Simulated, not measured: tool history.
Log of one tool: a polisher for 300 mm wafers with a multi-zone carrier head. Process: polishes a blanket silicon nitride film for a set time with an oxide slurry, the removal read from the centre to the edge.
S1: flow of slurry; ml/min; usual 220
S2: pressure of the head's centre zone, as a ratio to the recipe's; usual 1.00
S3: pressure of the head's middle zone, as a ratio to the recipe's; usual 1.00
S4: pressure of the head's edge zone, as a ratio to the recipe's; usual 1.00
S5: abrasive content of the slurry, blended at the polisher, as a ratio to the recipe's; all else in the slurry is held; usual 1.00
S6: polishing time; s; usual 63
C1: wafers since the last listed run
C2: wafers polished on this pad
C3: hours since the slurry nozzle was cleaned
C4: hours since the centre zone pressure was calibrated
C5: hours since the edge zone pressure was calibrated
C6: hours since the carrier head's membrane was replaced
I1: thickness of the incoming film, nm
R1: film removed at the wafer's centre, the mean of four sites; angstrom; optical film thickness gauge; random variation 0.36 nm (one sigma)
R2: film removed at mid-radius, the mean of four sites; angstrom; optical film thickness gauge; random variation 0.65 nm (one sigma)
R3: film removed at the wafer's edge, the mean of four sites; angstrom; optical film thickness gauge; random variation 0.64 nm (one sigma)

run,hour,S1,S2,S3,S4,S5,S6,C1,C2,C3,C4,C5,C6,I1,R1,R2,R3
1,0.0,220,1.00,1.00,1.00,1.00,63,0,1649,19.5,400.9,107.9,1010.6,507.5,584,577,588
2,40.0,220,1.05,1.00,1.00,1.00,63,311,1960,59.5,440.9,147.9,1050.6,504.7,605,569,586
# hour 53.7: centre zone pressure recalibrated
3,98.1,220,1.00,1.00,1.00,1.00,63,436,2397,117.6,44.4,206.0,1108.7,518.6,572,558,578
4,137.7,220,1.00,1.00,1.00,1.00,63,308,2705,157.2,84.0,245.6,1148.3,501.7,572,558,597
# hour 149.6: worn pad replaced by a new one
5,167.5,220,1.00,1.00,1.00,1.00,63,200,138,187.0,113.8,275.4,1178.1,508.7,573,575,597
6,218.1,220,1.00,1.00,1.00,1.00,63,393,532,237.6,164.4,326.0,1228.7,502.3,570,567,590
7,264.9,220,1.07,1.00,1.00,0.80,63,364,896,284.4,211.2,372.8,1275.5,511.0,544,495,524
8,293.1,220,0.93,1.00,1.00,1.00,78,219,1115,312.6,239.4,401.0,1303.7,511.0,658,695,729
9,318.5,260,1.00,1.00,1.00,1.00,75,197,1313,338.0,264.8,426.4,1329.1,513.5,699,677,712
# hour 325.6: carrier head's membrane replaced by a new one
# hour 342.3: slurry nozzle cleaned
# hour 375.8: edge zone pressure recalibrated
# hour 438.4: worn pad replaced by a new one
10,477.9,220,1.05,1.00,1.00,1.00,63,1146,307,135.6,424.2,102.1,152.3,499.0,600,567,581
# hour 514.8: centre zone pressure recalibrated
11,617.0,220,1.00,1.00,1.00,1.00,63,1066,1373,274.7,102.2,241.2,291.4,505.6,570,561,588
# hour 633.2: slurry nozzle cleaned
12,666.1,175,1.00,1.00,1.00,0.85,81,374,1747,32.9,151.3,290.3,340.5,512.9,654,666,693
13,712.6,175,0.95,1.07,1.00,0.85,63,361,2109,79.4,197.8,336.8,387.0,513.7,477,538,528
14,782.9,220,0.92,1.00,1.00,1.00,48,546,2656,149.7,268.1,407.1,457.3,513.9,402,439,446
# hour 789.4: worn pad replaced by a new one
15,853.4,220,1.00,0.94,1.00,1.00,63,517,498,220.2,338.6,477.6,527.8,511.0,567,546,600
# hour 859.5: edge zone pressure recalibrated
16,916.9,220,1.00,1.00,1.00,1.00,63,478,976,283.7,402.1,57.4,591.3,513.6,572,562,591
17,948.7,220,1.00,1.00,1.00,1.00,71,247,1223,315.5,433.9,89.2,623.1,509.3,641,633,669
# hour 980.9: slurry nozzle cleaned
# hour 995.6: centre zone pressure recalibrated
18,996.4,220,1.00,1.00,1.00,1.00,63,347,1571,15.5,0.8,136.9,670.8,509.0,574,581,588
19,1061.9,220,1.12,1.00,0.93,1.00,63,509,2080,81.0,66.3,202.4,736.3,510.1,646,573,566
# hour 1091.2: worn pad replaced by a new one
20,1091.7,220,1.00,1.00,1.00,1.00,63,200,3,110.8,96.1,232.2,766.1,505.0,574,572,583

The same runs without the tool's hidden state, with the same run-to-run variation:
The hidden state here: removal rate lost through wear of the pad, %; slurry flow missing at the pad, %; deviation of the centre zone's pressure from its setpoint, %; deviation of the edge zone's pressure from its setpoint, %.
run,R1,R2,R3
1,587,579,590
2,612,575,590
3,582,567,585
4,585,568,605
5,587,587,606
6,585,580,600
7,559,507,533
8,676,712,742
9,715,691,724
10,612,577,589
11,586,575,598
12,660,671,697
13,486,547,534
14,410,447,452
15,581,558,610
16,588,575,602
17,658,648,682
18,579,586,591
19,659,583,574
20,588,584,592
